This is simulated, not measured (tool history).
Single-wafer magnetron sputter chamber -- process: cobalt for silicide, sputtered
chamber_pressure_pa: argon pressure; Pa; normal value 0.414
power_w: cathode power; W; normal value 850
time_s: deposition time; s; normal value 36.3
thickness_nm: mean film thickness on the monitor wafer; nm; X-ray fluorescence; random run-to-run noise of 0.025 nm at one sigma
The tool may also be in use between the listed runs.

run	hour	chamber_pressure_pa	power_w	time_s	read-back reference wafer on the same gauge, thickness_nm	thickness_nm
1	0	0.414	850	36.3	19.301	16.81
2	33.8	0.414	850	36.3	19.309	16.77
3	48.9	0.414	850	36.3	19.297	16.784
# hour 68.7: gauge calibrated
4	75.8	0.414	850	36.3	19.299	16.798
5	150.8	0.414	850	36.3	19.291	16.707
6	168.3	0.414	850	36.3	19.298	16.717
7	195.1	0.285	700	36.3	19.29	15.493
8	217.8	0.285	700	36.3	19.307	15.475
9	240.6	0.285	700	36.3	19.299	15.444
10	254.7	0.414	1000	36.3	19.292	18.34
11	282.2	0.414	850	36.3	19.3	16.638
12	314.7	0.414	850	36.3	19.3	16.619
# hour 348.4: sputter target and shields replaced
13	348.9	0.414	850	36.3	19.311	16.859
14	361.4	0.414	850	36.3	19.299	16.878
15	416.5	0.414	850	36.3	19.306	16.889
16	431.7	0.483	650	40.2	19.285	15.851
17	463.1	0.285	700	36.3	19.303	15.643
# hour 476.2: capacitance manometer re-zeroed and calibrated
18	494	0.414	850	36.3	19.3	16.505
# hour 495.9: gauge calibrated
19	518.3	0.414	850	30	19.293	13.604
20	535.1	0.314	750	30.5	19.295	13.32
# hour 544.3: magnet pack replaced
21	553.7	0.459	1050	42.9	19.298	21.823
22	583.9	0.296	850	36.3	19.303	17.088
23	601.8	0.501	700	31.4	19.31	12.467
24	622.2	0.505	750	33.5	19.286	13.779
25	650.2	0.414	800	36.3	19.3	15.932
26	667.1	0.414	850	42.2	19.302	19.108
27	694.8	0.362	700	36.3	19.301	15.007
28	723.3	0.414	850	36.3	19.296	16.433

What if the next run were any one of these 3? Each begins from the tool's condition after run 28:
A	723.7	0.414	850	36.3	?	?
B	723.7	0.478	1000	31.1	?	?
C	723.7	0.414	850	32.7	?	?

run	read-back reference wafer on the same gauge, thickness_nm	thickness_nm
A	19.289	16.43
B	19.289	15.223
C	19.289	14.801
The same runs, with their run-to-run variation unchanged, on a tool lacking any hidden condition would have given:
run	thickness_nm
A	16.508
B	15.285
C	14.871
